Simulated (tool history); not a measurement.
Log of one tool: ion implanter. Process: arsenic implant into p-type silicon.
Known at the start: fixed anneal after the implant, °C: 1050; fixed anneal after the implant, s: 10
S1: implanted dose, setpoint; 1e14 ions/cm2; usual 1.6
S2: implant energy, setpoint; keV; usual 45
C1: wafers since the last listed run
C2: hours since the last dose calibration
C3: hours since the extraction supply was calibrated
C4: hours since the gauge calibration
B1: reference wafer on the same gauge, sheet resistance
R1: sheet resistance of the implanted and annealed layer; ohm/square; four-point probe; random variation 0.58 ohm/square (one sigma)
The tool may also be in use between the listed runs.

Run 1, day 0: usual settings but S2 53 keV; C1 0; C2 2019.7; C3 4052.3; C4 456.9; B1 348.23. Result: R1 375.5 ohm/square.
Run 2, day 2.033: usual settings but S2 53 keV; C1 1103; C2 2068.5; C3 4101.1; C4 505.7; B1 348. Result: R1 375.49 ohm/square.
Run 3, day 4.742: usual settings but S2 53 keV; C1 1469; C2 2133.5; C3 4166.1; C4 570.7; B1 348.11. Result: R1 375.66 ohm/square.
Run 4, day 7.142: usual settings but S2 52 keV; C1 1301; C2 2191.1; C3 4223.7; C4 628.3; B1 347.95. Result: R1 376.23 ohm/square.
Run 5, day 14.933: usual settings but S2 52 keV; C1 4226; C2 2378.1; C3 4410.7; C4 815.3; B1 347.94. Result: R1 375.65 ohm/square.
Run 6, day 16.8: usual settings; C1 1012; C2 2422.9; C3 4455.5; C4 860.1; B1 347.98. Result: R1 385.26 ohm/square.
Run 7, day 19.446: usual settings; C1 1435; C2 2486.4; C3 4519; C4 923.6; B1 347.8. Result: R1 385.33 ohm/square.
At day 20.504: extraction supply calibrated.
Run 8, day 20.525: usual settings but S1 1.72 1e14 ions/cm2, S2 41 keV; C1 404; C2 2512.3; C3 0.5; C4 949.5; B1 348.08. Result: R1 372.15 ohm/square.
Run 9, day 22.254: usual settings; C1 938; C2 2553.8; C3 42; C4 991; B1 348.04. Result: R1 385.26 ohm/square.
At day 22.792: gauge calibrated.
At day 23.275: Faraday cup replaced and dose calibrated.
Run 10, day 23.658: usual settings; C1 580; C2 9.2; C3 75.7; C4 20.8; B1 347.88. Result: R1 389.81 ohm/square.
Run 11, day 25.312: usual settings; C1 897; C2 48.9; C3 115.4; C4 60.5; B1 347.95. Result: R1 389.46 ohm/square.
Run 12, day 28.088: usual settings but S1 1.14 1e14 ions/cm2, S2 35.5 keV; C1 1505; C2 115.5; C3 182; C4 127.1; B1 347.98. Result: R1 512.73 ohm/square.
Run 13, day 30.696: usual settings but S1 1.74 1e14 ions/cm2; C1 1414; C2 178.1; C3 244.6; C4 189.7; B1 348.18. Result: R1 367.23 ohm/square.
Run 14, day 33.579: usual settings; C1 1564; C2 247.3; C3 313.8; C4 258.9; B1 347.93. Result: R1 390.1 ohm/square.
Run 15, day 36.362: usual settings but S1 1.9 1e14 ions/cm2, S2 50.5 keV; C1 1509; C2 314.1; C3 380.6; C4 325.7; B1 347.81. Result: R1 338.3 ohm/square.
Run 16, day 39.312: usual settings; C1 1600; C2 384.9; C3 451.4; C4 396.5; B1 347.93. Result: R1 388.68 ohm/square.
Run 17, day 41.525: usual settings but S1 1.96 1e14 ions/cm2; C1 1200; C2 438; C3 504.5; C4 449.6; B1 347.95. Result: R1 336.65 ohm/square.
Run 18, day 43.792: usual settings but S1 1.21 1e14 ions/cm2, S2 37.5 keV; C1 1229; C2 492.4; C3 558.9; C4 504; B1 347.87. Result: R1 486.51 ohm/square.
Run 19, day 45.004: usual settings but S2 30.5 keV; C1 657; C2 521.5; C3 588; C4 533.1; B1 347.87. Result: R1 414.59 ohm/square.
Run 20, day 47.429: usual settings but S1 1.19 1e14 ions/cm2, S2 39.5 keV; C1 1315; C2 579.7; C3 646.2; C4 591.3; B1 348.14. Result: R1 486.98 ohm/square.
Run 21, day 48.612: usual settings but S1 1.92 1e14 ions/cm2, S2 38.5 keV; C1 641; C2 608.1; C3 674.6; C4 619.7; B1 347.84. Result: R1 349.82 ohm/square.

Forecast each of these 3 alternatives for the next run:
Run A, day 48.629: usual settings; C1 9; C2 608.5; C3 675; C4 620.1; B1 ?. Result: R1 ?.
Run B, day 48.629: usual settings but S1 1.42 1e14 ions/cm2, S2 49 keV; C1 9; C2 608.5; C3 675; C4 620.1; B1 ?. Result: R1 ?.
Run C, day 48.629: usual settings but S1 1.92 1e14 ions/cm2, S2 60 keV; C1 9; C2 608.5; C3 675; C4 620.1; B1 ?. Result: R1 ?.

run      B1      R1
  A  348.24  388.32
  B  348.24  415.41
  C  348.24  326.11
Without the tool's hidden state the same runs would have given:
run      R1
  A  389.66
  B  416.81
  C  327.23
